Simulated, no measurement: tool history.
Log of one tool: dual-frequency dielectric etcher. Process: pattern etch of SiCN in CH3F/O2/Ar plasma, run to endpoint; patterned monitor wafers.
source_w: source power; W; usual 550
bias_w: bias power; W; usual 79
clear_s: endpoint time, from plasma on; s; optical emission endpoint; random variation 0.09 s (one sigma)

| run | hour | source_w | bias_w | wafers since the last listed run | hours since the last wet clean | hours since the last source power generator calibration | hours since the last bias power generator calibration | hours since the last upper electrode change | incoming incoming film thickness, nm | clear_s |
|---|---|---|---|---|---|---|---|---|---|---|
| 1 | 0.0 | 550 | 79 | 0 | 173.6 | 3670.1 | 1918.6 | 2141.1 | 11.77 | 28.8 |
| 2 | 40.5 | 550 | 79 | 604 | 214.1 | 3710.6 | 1959.1 | 2181.6 | 11.80 | 28.7 |
| 3 | 139.3 | 550 | 79 | 1475 | 312.9 | 3809.4 | 2057.9 | 2280.4 | 11.81 | 28.6 |
|  | 201.9 | wet clean of the chamber |
| 4 | 245.5 | 550 | 79 | 1227 | 43.6 | 3915.6 | 2164.1 | 2386.6 | 11.76 | 28.0 |
| 5 | 318.8 | 550 | 79 | 1094 | 116.9 | 3988.9 | 2237.4 | 2459.9 | 11.78 | 27.8 |
| 6 | 406.2 | 550 | 79 | 1305 | 204.3 | 4076.3 | 2324.8 | 2547.3 | 11.65 | 27.3 |
| 7 | 459.0 | 550 | 79 | 788 | 257.1 | 4129.1 | 2377.6 | 2600.1 | 11.69 | 27.3 |
|  | 528.7 | wet clean of the chamber, repeated, since the last time left the tool worse |
| 8 | 529.2 | 550 | 79 | 689 | 0.5 | 4199.3 | 2447.8 | 2670.3 | 11.52 | 28.4 |
| 9 | 594.8 | 550 | 65 | 979 | 66.1 | 4264.9 | 2513.4 | 2735.9 | 11.66 | 30.6 |
|  | 679.9 | bias power generator calibrated |
| 10 | 687.2 | 450 | 90 | 1320 | 158.5 | 4357.3 | 7.3 | 2828.3 | 11.78 | 30.7 |
|  | 746.5 | upper electrode replaced |
| 11 | 759.9 | 450 | 90 | 727 | 231.2 | 4430.0 | 80.0 | 13.4 | 11.76 | 30.2 |
| 12 | 796.9 | 670 | 68 | 552 | 268.2 | 4467.0 | 117.0 | 50.4 | 11.68 | 27.1 |
| 13 | 873.5 | 550 | 79 | 1143 | 344.8 | 4543.6 | 193.6 | 127.0 | 11.76 | 28.5 |
|  | 923.8 | wet clean of the chamber |
| 14 | 942.4 | 590 | 96 | 670 | 18.6 | 4612.5 | 262.5 | 195.9 | 11.76 | 26.1 |
|  | 1012.4 | source power generator calibrated |
| 15 | 1033.7 | 500 | 61 | 1303 | 109.9 | 21.3 | 353.8 | 287.2 | 11.63 | 32.9 |
| 16 | 1135.6 | 410 | 98 | 1521 | 211.8 | 123.2 | 455.7 | 389.1 | 11.68 | 30.9 |
| 17 | 1187.5 | 460 | 64 | 774 | 263.7 | 175.1 | 507.6 | 441.0 | 11.72 | 33.9 |
| 18 | 1309.3 | 630 | 66 | 1818 | 385.5 | 296.9 | 629.4 | 562.8 | 11.73 | 28.4 |

Forecast each of these 5 alternatives for the next run:
| A | 1309.7 | 420 | 79 | 5 | 385.9 | 297.3 | 629.8 | 563.2 | 11.55 | ? |
| B | 1309.7 | 590 | 99 | 5 | 385.9 | 297.3 | 629.8 | 563.2 | 11.55 | ? |
| C | 1309.7 | 510 | 79 | 5 | 385.9 | 297.3 | 629.8 | 563.2 | 11.55 | ? |
| D | 1309.7 | 440 | 79 | 5 | 385.9 | 297.3 | 629.8 | 563.2 | 11.55 | ? |
| E | 1309.7 | 550 | 64 | 5 | 385.9 | 297.3 | 629.8 | 563.2 | 11.55 | ? |

| run | clear_s |
|---|---|
| A | 32.4 |
| B | 25.0 |
| C | 29.2 |
| D | 31.6 |
| E | 30.1 |
Without the tool's hidden state the same runs would have given:
| run | clear_s |
|---|---|
| A | 32.9 |
| B | 25.4 |
| C | 29.6 |
| D | 32.1 |
| E | 30.6 |
